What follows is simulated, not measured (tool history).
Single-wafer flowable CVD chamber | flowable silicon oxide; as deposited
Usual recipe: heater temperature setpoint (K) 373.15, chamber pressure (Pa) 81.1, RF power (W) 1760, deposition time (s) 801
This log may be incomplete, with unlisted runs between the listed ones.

| run | hour | heater temperature setpoint (K) | chamber pressure (Pa) | RF power (W) | deposition time (s) | read-back reference wafer on the same gauge, thickness_nm | mean film thickness on the monitor wafer (Å) |
|---|---|---|---|---|---|---|---|
| 1 | 0 | 373.15 | 81.1 | 1760 | 801 | 340.645 | 3431.72 |
|  | 39.4 | thermocouple changed; heater temperature recalibrated |
| 2 | 70 | 373.15 | 81.1 | 1760 | 801 | 340.428 | 3424.27 |
| 3 | 369.2 | 373.15 | 81.1 | 1760 | 801 | 341.195 | 3411.01 |
|  | 416.9 | capacitance manometer re-zeroed and calibrated |
|  | 425.1 | RF generator calibrated |
| 4 | 437.1 | 373.15 | 81.1 | 1760 | 801 | 340.627 | 3271.3 |
| 5 | 510.4 | 373.15 | 81.1 | 1760 | 801 | 340.89 | 3265.86 |
|  | 590.2 | showerhead replaced |
| 6 | 596.3 | 373.15 | 81.1 | 1760 | 918 | 341.445 | 3722.51 |
|  | 598.8 | gauge calibrated |
| 7 | 646.1 | 373.15 | 81.1 | 1760 | 918 | 341.027 | 3717.26 |
| 8 | 749.5 | 373.15 | 81.1 | 1760 | 714 | 340.968 | 2867.08 |
|  | 805.4 | capacitance manometer re-zeroed and calibrated, repeated, since the last time left the tool worse |
| 9 | 805.9 | 369.15 | 81.1 | 1510 | 801 | 341.418 | 3871.74 |
| 10 | 865.8 | 361.15 | 100.8 | 1760 | 848 | 341.537 | 7047.43 |
| 11 | 933.1 | 373.15 | 73.7 | 1760 | 801 | 340.715 | 3232.26 |
| 12 | 983.5 | 373.15 | 81.1 | 1760 | 801 | 340.523 | 3533.24 |
| 13 | 1020.9 | 369.15 | 81.1 | 1760 | 755 | 340.485 | 3836.28 |
| 14 | 1059.9 | 373.15 | 67.5 | 1930 | 936 | 340.402 | 3547.39 |
| 15 | 1119.1 | 373.15 | 67.7 | 1760 | 733 | 341.422 | 2686.49 |
| 16 | 1203.8 | 373.15 | 81.1 | 1630 | 880 | 341.787 | 3746.14 |
|  | 1317.9 | thermocouple changed; heater temperature recalibrated |
| 17 | 1460.1 | 373.15 | 81.1 | 1760 | 801 | 341.142 | 3498.2 |
| 18 | 1502.8 | 373.15 | 81.1 | 1760 | 801 | 340.383 | 3491.36 |
| 19 | 1591.9 | 379.15 | 93.7 | 1580 | 719 | 341.041 | 2807.27 |
| 20 | 1695.8 | 373.15 | 81.1 | 1760 | 801 | 340.499 | 3466.86 |
| 21 | 1768.3 | 373.15 | 81.1 | 1760 | 925 | 340.578 | 4027.44 |
| 22 | 1806.3 | 373.15 | 81.1 | 1760 | 801 | 340.944 | 3482.02 |
| 23 | 1884.4 | 373.15 | 81.1 | 1760 | 925 | 340.191 | 3995.18 |
| 24 | 1948.5 | 373.15 | 74.4 | 1760 | 758 | 340.968 | 3011.21 |
| 25 | 2029.8 | 373.15 | 81.1 | 1760 | 801 | 341.212 | 3431.41 |
| 26 | 2104.9 | 380.15 | 75.6 | 1425 | 669 | 341.244 | 1923.58 |

Expected results for the next run?
| 27 | 2175.8 | 373.15 | 81.1 | 1855 | 651 | ? | ? |

{"run 27": {"read-back reference wafer on the same gauge, thickness_nm": 341.37, "mean film thickness on the monitor wafer (Å)": 2861.42}}
Were there no unlogged condition in the tool, this run, its random variation unchanged, would have produced mean film thickness on the monitor wafer (Å) 2952.78.
